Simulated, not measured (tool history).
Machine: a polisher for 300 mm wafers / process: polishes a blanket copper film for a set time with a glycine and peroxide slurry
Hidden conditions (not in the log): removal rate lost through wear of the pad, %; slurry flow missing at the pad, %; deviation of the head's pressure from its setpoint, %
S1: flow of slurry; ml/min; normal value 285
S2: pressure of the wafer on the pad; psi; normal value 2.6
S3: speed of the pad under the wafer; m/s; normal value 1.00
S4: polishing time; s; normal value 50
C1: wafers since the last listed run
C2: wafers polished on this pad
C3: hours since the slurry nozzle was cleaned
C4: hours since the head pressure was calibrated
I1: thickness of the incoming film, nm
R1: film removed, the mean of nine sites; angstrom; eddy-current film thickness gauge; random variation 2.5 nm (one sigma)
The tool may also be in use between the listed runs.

{"run": 1, "hour": 0.0, "S1": 360, "S2": 2.3, "S3": 1.0, "S4": 50, "C1": 0, "C2": 6959, "C3": 187.4, "C4": 897.8, "I1": 2209.8, "R1": 1853}
{"hour": 20.2, "done": "worn pad replaced by a new one"}
{"run": 2, "hour": 43.8, "S1": 360, "S2": 2.3, "S3": 1.0, "S4": 50, "C1": 444, "C2": 264, "C3": 231.2, "C4": 941.6, "I1": 2233.6, "R1": 1982}
{"run": 3, "hour": 111.0, "S1": 285, "S2": 2.6, "S3": 1.0, "S4": 50, "C1": 750, "C2": 1014, "C3": 298.4, "C4": 1008.8, "I1": 2190.3, "R1": 2121}
{"run": 4, "hour": 152.1, "S1": 285, "S2": 2.6, "S3": 1.0, "S4": 50, "C1": 459, "C2": 1473, "C3": 339.5, "C4": 1049.9, "I1": 2221.7, "R1": 2125}
{"run": 5, "hour": 212.5, "S1": 285, "S2": 2.6, "S3": 1.0, "S4": 50, "C1": 674, "C2": 2148, "C3": 399.9, "C4": 1110.3, "I1": 2179.2, "R1": 2160}
{"run": 6, "hour": 295.9, "S1": 285, "S2": 2.8, "S3": 1.0, "S4": 50, "C1": 931, "C2": 3079, "C3": 483.3, "C4": 1193.7, "I1": 2198.9, "R1": 2255}
{"run": 7, "hour": 345.5, "S1": 285, "S2": 2.6, "S3": 1.0, "S4": 50, "C1": 553, "C2": 3633, "C3": 532.9, "C4": 1243.3, "I1": 2184.8, "R1": 2085}
{"hour": 361.7, "done": "slurry nozzle cleaned"}
{"run": 8, "hour": 384.5, "S1": 285, "S2": 3.1, "S3": 1.0, "S4": 50, "C1": 424, "C2": 4058, "C3": 22.8, "C4": 1282.3, "I1": 2210.3, "R1": 2415}
{"run": 9, "hour": 423.4, "S1": 285, "S2": 2.6, "S3": 1.0, "S4": 50, "C1": 434, "C2": 4492, "C3": 61.7, "C4": 1321.2, "I1": 2149.8, "R1": 2066}
{"run": 10, "hour": 482.0, "S1": 285, "S2": 2.6, "S3": 1.0, "S4": 50, "C1": 654, "C2": 5147, "C3": 120.3, "C4": 1379.8, "I1": 2185.6, "R1": 2048}
{"hour": 538.1, "done": "head pressure recalibrated"}
{"hour": 560.8, "done": "worn pad replaced by a new one"}
{"run": 11, "hour": 575.0, "S1": 285, "S2": 2.6, "S3": 1.0, "S4": 50, "C1": 971, "C2": 159, "C3": 213.3, "C4": 36.9, "I1": 2195.4, "R1": 2163}
{"run": 12, "hour": 643.0, "S1": 285, "S2": 2.6, "S3": 1.0, "S4": 50, "C1": 759, "C2": 918, "C3": 281.3, "C4": 104.9, "I1": 2152.3, "R1": 2172}
{"run": 13, "hour": 807.9, "S1": 285, "S2": 2.6, "S3": 1.0, "S4": 50, "C1": 1841, "C2": 2760, "C3": 446.2, "C4": 269.8, "I1": 2219.2, "R1": 2086}
{"hour": 857.8, "done": "slurry nozzle cleaned"}
{"run": 14, "hour": 881.8, "S1": 285, "S2": 2.6, "S3": 1.0, "S4": 50, "C1": 814, "C2": 3574, "C3": 24.0, "C4": 343.7, "I1": 2196.7, "R1": 2128}
{"run": 15, "hour": 967.6, "S1": 285, "S2": 2.6, "S3": 1.0, "S4": 50, "C1": 958, "C2": 4532, "C3": 109.8, "C4": 429.5, "I1": 2217.3, "R1": 2040}
{"run": 16, "hour": 1010.2, "S1": 285, "S2": 2.6, "S3": 1.0, "S4": 50, "C1": 475, "C2": 5008, "C3": 152.4, "C4": 472.1, "I1": 2198.3, "R1": 2012}
{"run": 17, "hour": 1048.0, "S1": 285, "S2": 2.6, "S3": 1.0, "S4": 50, "C1": 422, "C2": 5430, "C3": 190.2, "C4": 509.9, "I1": 2227.0, "R1": 2024}
{"hour": 1113.0, "done": "worn pad replaced by a new one"}
{"run": 18, "hour": 1141.3, "S1": 285, "S2": 2.6, "S3": 1.0, "S4": 50, "C1": 997, "C2": 315, "C3": 283.5, "C4": 603.2, "I1": 2196.7, "R1": 2124}
{"run": 19, "hour": 1181.5, "S1": 285, "S2": 3.2, "S3": 0.8, "S4": 50, "C1": 448, "C2": 764, "C3": 323.7, "C4": 643.4, "I1": 2160.7, "R1": 2104}
{"run": 20, "hour": 1243.1, "S1": 285, "S2": 2.6, "S3": 0.68, "S4": 50, "C1": 687, "C2": 1452, "C3": 385.3, "C4": 705.0, "I1": 2207.5, "R1": 1541}
{"run": 21, "hour": 1327.8, "S1": 285, "S2": 2.3, "S3": 1.3, "S4": 50, "C1": 945, "C2": 2398, "C3": 470.0, "C4": 789.7, "I1": 2231.7, "R1": 2380}
{"run": 22, "hour": 1421.7, "S1": 210, "S2": 2.6, "S3": 0.82, "S4": 50, "C1": 1048, "C2": 3447, "C3": 563.9, "C4": 883.6, "I1": 2225.4, "R1": 1685}
{"hour": 1469.8, "done": "slurry nozzle cleaned"}
{"run": 23, "hour": 1517.1, "S1": 285, "S2": 2.3, "S3": 0.66, "S4": 38, "C1": 1054, "C2": 4501, "C3": 47.3, "C4": 979.0, "I1": 2194.1, "R1": 1031}
{"hour": 1601.9, "done": "worn pad replaced by a new one"}
{"run": 24, "hour": 1617.7, "S1": 285, "S2": 2.6, "S3": 1.0, "S4": 50, "C1": 1078, "C2": 176, "C3": 147.9, "C4": 1079.6, "I1": 2204.8, "R1": 2154}
{"run": 25, "hour": 1703.6, "S1": 190, "S2": 2.6, "S3": 1.0, "S4": 50, "C1": 959, "C2": 1136, "C3": 233.8, "C4": 1165.5, "I1": 2208.3, "R1": 2069}
{"run": 26, "hour": 1804.3, "S1": 285, "S2": 2.6, "S3": 1.0, "S4": 50, "C1": 1124, "C2": 2260, "C3": 334.5, "C4": 1266.2, "I1": 2180.3, "R1": 2135}
{"run": 27, "hour": 1909.5, "S1": 285, "S2": 2.6, "S3": 1.0, "S4": 44, "C1": 1174, "C2": 3435, "C3": 439.7, "C4": 1371.4, "I1": 2180.7, "R1": 1805}
{"hour": 2002.5, "done": "head pressure recalibrated"}
{"hour": 2042.0, "done": "slurry nozzle cleaned"}
{"run": 28, "hour": 2195.5, "S1": 285, "S2": 2.6, "S3": 1.0, "S4": 50, "C1": 3160, "C2": 6596, "C3": 153.5, "C4": 193.0, "I1": 2155.0, "R1": 1978}
{"hour": 2212.2, "done": "worn pad replaced by a new one"}
{"run": 29, "hour": 2272.2, "S1": 285, "S2": 2.6, "S3": 1.0, "S4": 50, "C1": 811, "C2": 669, "C3": 230.2, "C4": 269.7, "I1": 2157.5, "R1": 2115}
{"run": 30, "hour": 2315.4, "S1": 285, "S2": 2.6, "S3": 1.0, "S4": 50, "C1": 482, "C2": 1152, "C3": 273.4, "C4": 312.9, "I1": 2172.4, "R1": 2118}
{"run": 31, "hour": 2417.6, "S1": 245, "S2": 2.2, "S3": 1.0, "S4": 50, "C1": 1141, "C2": 2293, "C3": 375.6, "C4": 415.1, "I1": 2182.0, "R1": 1807}
{"run": 32, "hour": 2533.4, "S1": 285, "S2": 2.6, "S3": 1.0, "S4": 50, "C1": 1293, "C2": 3586, "C3": 491.4, "C4": 530.9, "I1": 2187.9, "R1": 2115}
{"hour": 2541.2, "done": "slurry nozzle cleaned"}
{"run": 33, "hour": 2608.9, "S1": 370, "S2": 2.6, "S3": 1.1, "S4": 50, "C1": 832, "C2": 4419, "C3": 67.7, "C4": 606.4, "I1": 2175.4, "R1": 2282}
{"run": 34, "hour": 2706.0, "S1": 285, "S2": 2.6, "S3": 1.0, "S4": 43, "C1": 1084, "C2": 5503, "C3": 164.8, "C4": 703.5, "I1": 2187.4, "R1": 1737}
{"run": 35, "hour": 2791.3, "S1": 205, "S2": 2.6, "S3": 1.0, "S4": 50, "C1": 952, "C2": 6456, "C3": 250.1, "C4": 788.8, "I1": 2194.0, "R1": 1901}
{"run": 36, "hour": 2850.8, "S1": 285, "S2": 2.6, "S3": 1.0, "S4": 50, "C1": 664, "C2": 7120, "C3": 309.6, "C4": 848.3, "I1": 2220.1, "R1": 1909}

Measured less the same run without the tool's hidden state. The same run-to-run variation is in both; the gauge's scatter may not be:
run=1 R1=-171
run=2 R1=-8
run=3 R1=-13
run=4 R1=-16
run=5 R1=-25
run=6 R1=-45
run=7 R1=-55
run=8 R1=-78
run=9 R1=-82
run=10 R1=-104
run=11 R1=-20
run=12 R1=-23
run=13 R1=-46
run=14 R1=-66
run=15 R1=-92
run=16 R1=-108
run=17 R1=-125
run=18 R1=-14
run=19 R1=-15
run=20 R1=-15
run=21 R1=-39
run=22 R1=-46
run=23 R1=-43
run=24 R1=-21
run=25 R1=-24
run=26 R1=-39
run=27 R1=-54
run=28 R1=-178
run=29 R1=-25
run=30 R1=-28
run=31 R1=-36
run=32 R1=-70
run=33 R1=-104
run=34 R1=-113
run=35 R1=-166
run=36 R1=-201

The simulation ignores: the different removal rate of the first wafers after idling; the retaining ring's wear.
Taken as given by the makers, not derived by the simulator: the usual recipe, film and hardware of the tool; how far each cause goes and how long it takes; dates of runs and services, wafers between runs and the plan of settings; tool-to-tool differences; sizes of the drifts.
